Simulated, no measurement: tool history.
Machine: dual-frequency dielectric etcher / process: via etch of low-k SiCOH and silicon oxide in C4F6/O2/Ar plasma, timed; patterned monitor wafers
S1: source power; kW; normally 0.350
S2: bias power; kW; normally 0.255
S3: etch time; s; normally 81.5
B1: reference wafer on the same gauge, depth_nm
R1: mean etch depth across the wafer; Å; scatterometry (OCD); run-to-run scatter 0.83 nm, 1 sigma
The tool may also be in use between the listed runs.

run,hour,S1,S2,S3,B1,R1
1,0.0,0.350,0.286,81.5,294.9,2755
2,56.7,0.350,0.286,81.5,295.5,2759
3,100.1,0.350,0.255,81.5,295.9,2686
4,136.8,0.350,0.255,81.5,296.2,2692
5,179.1,0.350,0.255,81.5,296.9,2694
6,204.8,0.350,0.255,81.5,296.9,2689
7,272.9,0.350,0.234,81.5,297.9,2643
# hour 346.7: wet clean of the chamber
# hour 354.4: source power generator calibrated
# hour 356.4: upper electrode replaced
8,356.9,0.350,0.234,81.5,299.1,2649
# hour 366.1: gauge calibrated
9,438.0,0.350,0.255,81.5,293.1,2656
# hour 489.7: bias power generator calibrated
10,504.7,0.350,0.235,76.5,293.3,2436
11,586.5,0.350,0.286,81.5,293.5,2735
12,631.3,0.350,0.255,81.5,293.5,2640
13,691.9,0.350,0.255,81.5,293.7,2654
# hour 749.2: wet clean of the chamber
14,749.7,0.280,0.208,100.5,294.1,2892
15,792.8,0.300,0.317,103.0,294.6,3401

Run 16 is up next; what results do you expect?
16,846.5,0.440,0.314,92.0,?,?

{"run 16": {"B1": 294.5, "R1": 3422}}
Were there no unlogged condition in the tool, this run, its random variation unchanged, would have produced R1 3391 Å.

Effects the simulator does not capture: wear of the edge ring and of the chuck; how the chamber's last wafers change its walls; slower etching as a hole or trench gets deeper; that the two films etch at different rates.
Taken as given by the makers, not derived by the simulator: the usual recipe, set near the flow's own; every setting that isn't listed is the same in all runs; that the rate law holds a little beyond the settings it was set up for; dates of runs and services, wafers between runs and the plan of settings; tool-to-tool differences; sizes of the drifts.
